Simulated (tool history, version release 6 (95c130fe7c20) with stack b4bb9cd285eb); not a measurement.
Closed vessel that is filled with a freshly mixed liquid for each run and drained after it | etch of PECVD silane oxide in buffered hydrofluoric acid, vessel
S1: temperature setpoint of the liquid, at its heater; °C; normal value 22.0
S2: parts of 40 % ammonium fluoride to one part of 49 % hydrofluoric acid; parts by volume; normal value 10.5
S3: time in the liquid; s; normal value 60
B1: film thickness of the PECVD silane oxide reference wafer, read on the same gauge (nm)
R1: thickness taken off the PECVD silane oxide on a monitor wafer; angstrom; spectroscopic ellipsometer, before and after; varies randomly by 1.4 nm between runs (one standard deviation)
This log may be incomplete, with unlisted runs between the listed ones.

| run | hour | S1 | S2 | S3 | B1 | R1 |
|---|---|---|---|---|---|---|
| 1 | 0.0 | 19.0 | 10.5 | 60 | 80.05 | 2170.3 |
| 2 | 44.3 | 19.0 | 10.5 | 60 | 79.99 | 2118.2 |
| 3 | 75.1 | 22.0 | 10.5 | 60 | 80.01 | 2533.4 |
| 4 | 118.4 | 22.0 | 9.5 | 75 | 79.96 | 3428.0 |
| 5 | 156.1 | 22.0 | 9.5 | 75 | 80.00 | 3440.6 |
| 6 | 225.7 | 22.0 | 9.0 | 60 | 80.01 | 2791.3 |
| 7 | 294.4 | 22.0 | 9.0 | 60 | 79.98 | 2779.3 |
| 8 | 487.4 | 25.0 | 10.5 | 45 | 80.01 | 2126.2 |
| 9 | 548.1 | 18.0 | 6.5 | 60 | 79.96 | 3019.1 |
|  | 573.3 | hydrofluoric acid flow meter replaced |
| 10 | 615.9 | 18.5 | 10.5 | 85 | 80.05 | 2948.0 |
|  | 654.9 | thermometer replaced |
|  | 665.0 | gauge calibrated |
| 11 | 686.3 | 22.0 | 10.5 | 60 | 79.97 | 2526.4 |
| 12 | 729.4 | 23.5 | 7.0 | 35 | 80.00 | 2325.3 |
| 13 | 821.7 | 22.0 | 10.5 | 60 | 79.99 | 2478.8 |
| 14 | 865.7 | 22.0 | 8.5 | 60 | 80.01 | 2929.3 |

Branching from run 14: 3 alternative next runs. What would each branch give?
| A | 866.4 | 22.0 | 10.5 | 30 | ? | ? |
| B | 866.4 | 18.0 | 8.5 | 75 | ? | ? |
| C | 866.4 | 20.0 | 8.0 | 60 | ? | ? |

| run | B1 | R1 |
|---|---|---|
| A | 80.02 | 1249.6 |
| B | 80.02 | 2964.6 |
| C | 80.02 | 2835.1 |
Without the tool's hidden state the same runs would have given:
| run | R1 |
|---|---|
| A | 1298.4 |
| B | 3094.0 |
| C | 2958.7 |

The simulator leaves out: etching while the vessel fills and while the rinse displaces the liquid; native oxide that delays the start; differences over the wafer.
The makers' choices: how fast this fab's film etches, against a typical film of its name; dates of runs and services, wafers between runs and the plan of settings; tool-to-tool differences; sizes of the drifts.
